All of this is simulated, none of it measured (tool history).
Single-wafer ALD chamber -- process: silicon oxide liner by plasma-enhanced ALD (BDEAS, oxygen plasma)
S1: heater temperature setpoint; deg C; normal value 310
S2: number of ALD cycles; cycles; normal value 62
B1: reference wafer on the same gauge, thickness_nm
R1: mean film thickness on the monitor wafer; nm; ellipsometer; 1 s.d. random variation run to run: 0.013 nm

run     day   S1  S2     B1     R1
  1   0.000  310  62  5.360  4.940
  2   1.379  317  62  5.362  4.896
  3   2.550  317  62  5.361  4.900
  4   3.683  317  62  5.357  4.921
  5   4.308  310  62  5.363  4.974
  6   5.325  310  62  5.361  4.949
  7   6.342  310  62  5.361  4.944
  8   7.167  310  62  5.358  4.936
  9   8.338  310  62  5.365  4.943
 10   9.758  299  66  5.363  5.332
 11  10.371  310  62  5.359  4.912
 12  12.071  310  62  5.360  4.949
 13  13.233  296  66  5.361  5.408
 14  16.425  298  62  5.360  5.000
 15  16.962  295  55  5.360  4.505
 16  18.162  296  62  5.363  5.054
 17  19.371  310  62  5.364  4.945
 18  20.162  302  62  5.359  4.999
 19  21.200  310  62  5.364  4.955
 20  22.279  310  72  5.358  5.733
 21  23.800  315  58  5.359  4.591
 22  25.283  310  53  5.359  4.213

Withheld: 2 entries from between the runs. Position of each, and hidden state at the listed run before versus the listed run after:
Runs 13 to 14: gauge calibrated (day 14.804); thermocouple changed; heater temperature recalibrated (day 15.175)
  both runs share identical hidden conditions
